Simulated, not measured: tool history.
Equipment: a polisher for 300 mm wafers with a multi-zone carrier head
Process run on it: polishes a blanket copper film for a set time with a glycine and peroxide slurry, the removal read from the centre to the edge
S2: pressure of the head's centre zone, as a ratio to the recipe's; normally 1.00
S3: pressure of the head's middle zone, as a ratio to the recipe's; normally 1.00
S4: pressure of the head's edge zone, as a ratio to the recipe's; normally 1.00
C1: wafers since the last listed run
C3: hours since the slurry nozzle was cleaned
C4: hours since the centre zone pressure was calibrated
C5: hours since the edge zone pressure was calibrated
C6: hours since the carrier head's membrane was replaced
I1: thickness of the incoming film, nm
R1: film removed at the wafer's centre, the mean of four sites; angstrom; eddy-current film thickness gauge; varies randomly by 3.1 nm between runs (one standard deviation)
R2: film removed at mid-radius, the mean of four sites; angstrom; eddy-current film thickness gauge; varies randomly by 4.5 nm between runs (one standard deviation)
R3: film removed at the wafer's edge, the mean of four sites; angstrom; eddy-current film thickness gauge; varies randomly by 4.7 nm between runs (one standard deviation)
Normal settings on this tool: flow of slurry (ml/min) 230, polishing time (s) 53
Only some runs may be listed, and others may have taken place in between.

run 1 hour=0.0 | flow_of_slurry_(ml/min)=230 S2=1.00 S3=1.00 S4=1.00 polishing_time_(s)=53 | C1=0 wafers_polished_on_this_pad=8 C3=517.2 C4=591.6 C5=1196.3 C6=1154.7 | I1=2041.3 | R1=2841 R2=2922 R3=2914
run 2 hour=10.6 | flow_of_slurry_(ml/min)=230 S2=1.00 S3=1.00 S4=1.00 polishing_time_(s)=53 | C1=163 wafers_polished_on_this_pad=171 C3=527.8 C4=602.2 C5=1206.9 C6=1165.3 | I1=2016.4 | R1=2866 R2=3000 R3=3042
-- hour=15.2 edge zone pressure recalibrated
run 3 hour=18.6 | flow_of_slurry_(ml/min)=230 S2=1.00 S3=1.00 S4=0.96 polishing_time_(s)=53 | C1=92 wafers_polished_on_this_pad=264 C3=535.8 C4=610.2 C5=3.4 C6=1173.3 | I1=2020.5 | R1=2822 R2=3008 R3=2972
run 4 hour=28.4 | flow_of_slurry_(ml/min)=230 S2=1.00 S3=1.00 S4=0.96 polishing_time_(s)=53 | C1=151 wafers_polished_on_this_pad=415 C3=545.6 C4=620.0 C5=13.2 C6=1183.1 | I1=1994.5 | R1=2818 R2=2902 R3=2908
run 5 hour=41.3 | flow_of_slurry_(ml/min)=230 S2=1.00 S3=1.00 S4=1.00 polishing_time_(s)=53 | C1=199 wafers_polished_on_this_pad=615 C3=558.5 C4=632.9 C5=26.1 C6=1196.0 | I1=2020.7 | R1=2842 R2=2858 R3=2971
-- hour=55.6 carrier head's membrane replaced by a new one
run 6 hour=56.1 | flow_of_slurry_(ml/min)=230 S2=1.00 S3=0.91 S4=1.05 polishing_time_(s)=53 | C1=151 wafers_polished_on_this_pad=766 C3=573.3 C4=647.7 C5=40.9 C6=0.5 | I1=1985.9 | R1=2846 R2=2801 R3=3021
run 7 hour=61.8 | flow_of_slurry_(ml/min)=230 S2=1.00 S3=1.00 S4=1.00 polishing_time_(s)=53 | C1=88 wafers_polished_on_this_pad=854 C3=579.0 C4=653.4 C5=46.6 C6=6.2 | I1=2033.9 | R1=2830 R2=2884 R3=2980
run 8 hour=68.3 | flow_of_slurry_(ml/min)=230 S2=0.96 S3=1.04 S4=0.93 polishing_time_(s)=53 | C1=100 wafers_polished_on_this_pad=954 C3=585.5 C4=659.9 C5=53.1 C6=12.7 | I1=2033.4 | R1=2740 R2=2939 R3=2840
run 9 hour=76.1 | flow_of_slurry_(ml/min)=285 S2=0.93 S3=1.00 S4=0.91 polishing_time_(s)=71 | C1=120 wafers_polished_on_this_pad=1075 C3=593.3 C4=667.7 C5=60.9 C6=20.5 | I1=1976.8 | R1=3643 R2=4028 R3=3940
run 10 hour=85.5 | flow_of_slurry_(ml/min)=230 S2=1.00 S3=1.00 S4=1.00 polishing_time_(s)=53 | C1=145 wafers_polished_on_this_pad=1220 C3=602.7 C4=677.1 C5=70.3 C6=29.9 | I1=2004.3 | R1=2824 R2=2873 R3=2981
-- hour=93.8 centre zone pressure recalibrated
-- hour=97.1 worn pad replaced by a new one
run 11 hour=99.2 | flow_of_slurry_(ml/min)=230 S2=1.00 S3=1.00 S4=1.05 polishing_time_(s)=53 | C1=129 wafers_polished_on_this_pad=31 C3=616.4 C4=5.4 C5=84.0 C6=43.6 | I1=1973.7 | R1=2816 R2=2912 R3=3032
run 12 hour=105.2 | flow_of_slurry_(ml/min)=230 S2=1.00 S3=1.00 S4=1.00 polishing_time_(s)=53 | C1=92 wafers_polished_on_this_pad=124 C3=622.4 C4=11.4 C5=90.0 C6=49.6 | I1=1996.2 | R1=2767 R2=2913 R3=2975
run 13 hour=122.1 | flow_of_slurry_(ml/min)=230 S2=1.00 S3=1.00 S4=1.09 polishing_time_(s)=53 | C1=261 wafers_polished_on_this_pad=385 C3=639.3 C4=28.3 C5=106.9 C6=66.5 | I1=2038.6 | R1=2788 R2=2836 R3=3070
run 14 hour=130.4 | flow_of_slurry_(ml/min)=230 S2=1.00 S3=1.00 S4=0.89 polishing_time_(s)=53 | C1=128 wafers_polished_on_this_pad=513 C3=647.6 C4=36.6 C5=115.2 C6=74.8 | I1=2017.0 | R1=2755 R2=2853 R3=2800
run 15 hour=138.8 | flow_of_slurry_(ml/min)=270 S2=1.12 S3=1.09 S4=0.97 polishing_time_(s)=53 | C1=129 wafers_polished_on_this_pad=643 C3=656.0 C4=45.0 C5=123.6 C6=83.2 | I1=2013.1 | R1=3207 R2=3137 R3=2986
run 16 hour=146.3 | flow_of_slurry_(ml/min)=230 S2=1.00 S3=1.00 S4=1.00 polishing_time_(s)=53 | C1=115 wafers_polished_on_this_pad=759 C3=663.5 C4=52.5 C5=131.1 C6=90.7 | I1=2016.9 | R1=2750 R2=2874 R3=2936
run 17 hour=157.9 | flow_of_slurry_(ml/min)=230 S2=0.96 S3=0.92 S4=1.03 polishing_time_(s)=53 | C1=179 wafers_polished_on_this_pad=938 C3=675.1 C4=64.1 C5=142.7 C6=102.3 | I1=2016.8 | R1=2642 R2=2708 R3=3017
-- hour=178.4 slurry nozzle cleaned
-- hour=189.2 worn pad replaced by a new one
run 18 hour=193.5 | flow_of_slurry_(ml/min)=230 S2=1.00 S3=1.00 S4=1.00 polishing_time_(s)=53 | C1=472 wafers_polished_on_this_pad=66 C3=15.1 C4=99.7 C5=178.3 C6=137.9 | I1=2008.1 | R1=3039 R2=3125 R3=3134
run 19 hour=231.7 | flow_of_slurry_(ml/min)=230 S2=0.91 S3=1.05 S4=1.00 polishing_time_(s)=59 | C1=589 wafers_polished_on_this_pad=656 C3=53.3 C4=137.9 C5=216.5 C6=176.1 | I1=1997.6 | R1=3049 R2=3558 R3=3439
run 20 hour=240.9 | flow_of_slurry_(ml/min)=270 S2=0.95 S3=1.08 S4=1.06 polishing_time_(s)=53 | C1=142 wafers_polished_on_this_pad=798 C3=62.5 C4=147.1 C5=225.7 C6=185.3 | I1=1991.2 | R1=2907 R2=3253 R3=3332
run 21 hour=256.3 | flow_of_slurry_(ml/min)=230 S2=1.00 S3=1.00 S4=1.00 polishing_time_(s)=53 | C1=237 wafers_polished_on_this_pad=1036 C3=77.9 C4=162.5 C5=241.1 C6=200.7 | I1=2029.3 | R1=2984 R2=3193 R3=3201
run 22 hour=266.3 | flow_of_slurry_(ml/min)=230 S2=0.95 S3=0.96 S4=1.11 polishing_time_(s)=38 | C1=154 wafers_polished_on_this_pad=1191 C3=87.9 C4=172.5 C5=251.1 C6=210.7 | I1=2008.1 | R1=2070 R2=2156 R3=2340
run 23 hour=278.1 | flow_of_slurry_(ml/min)=210 S2=1.00 S3=1.00 S4=1.00 polishing_time_(s)=53 | C1=182 wafers_polished_on_this_pad=1373 C3=99.7 C4=184.3 C5=262.9 C6=222.5 | I1=2007.2 | R1=2977 R2=3022 R3=3172

How the hidden state differs across the entries between the runs, from the last listed run before each to the first after it:
Between runs 2 and 3: edge zone pressure recalibrated (hour 15.2)
  slurry flow missing at the pad, %: 35.2 -> 35.7
  measured minus no-state result, R1: -207 -> -209 angstrom; R2: -192 -> -197 angstrom; R3: -143 -> -142 angstrom
Between runs 5 and 6: carrier head's membrane replaced by a new one (hour 55.6)
  slurry flow missing at the pad, %: 37 -> 37.8
  measured minus no-state result, R1: -222 -> -230 angstrom; R2: -198 -> -200 angstrom; R3: -150 -> -158 angstrom
Between runs 10 and 11: centre zone pressure recalibrated (hour 93.8); worn pad replaced by a new one (hour 97.1)
  slurry flow missing at the pad, %: 39.4 -> 40.2
  measured minus no-state result, R1: -244 -> -252 angstrom; R2: -221 -> -230 angstrom; R3: -166 -> -174 angstrom
Between runs 17 and 18: slurry nozzle cleaned (hour 178.4); worn pad replaced by a new one (hour 189.2)
  slurry flow missing at the pad, %: 43.5 -> 4.92
  measured minus no-state result, R1: -271 -> -21 angstrom; R2: -245 -> -19 angstrom; R3: -198 -> -14 angstrom

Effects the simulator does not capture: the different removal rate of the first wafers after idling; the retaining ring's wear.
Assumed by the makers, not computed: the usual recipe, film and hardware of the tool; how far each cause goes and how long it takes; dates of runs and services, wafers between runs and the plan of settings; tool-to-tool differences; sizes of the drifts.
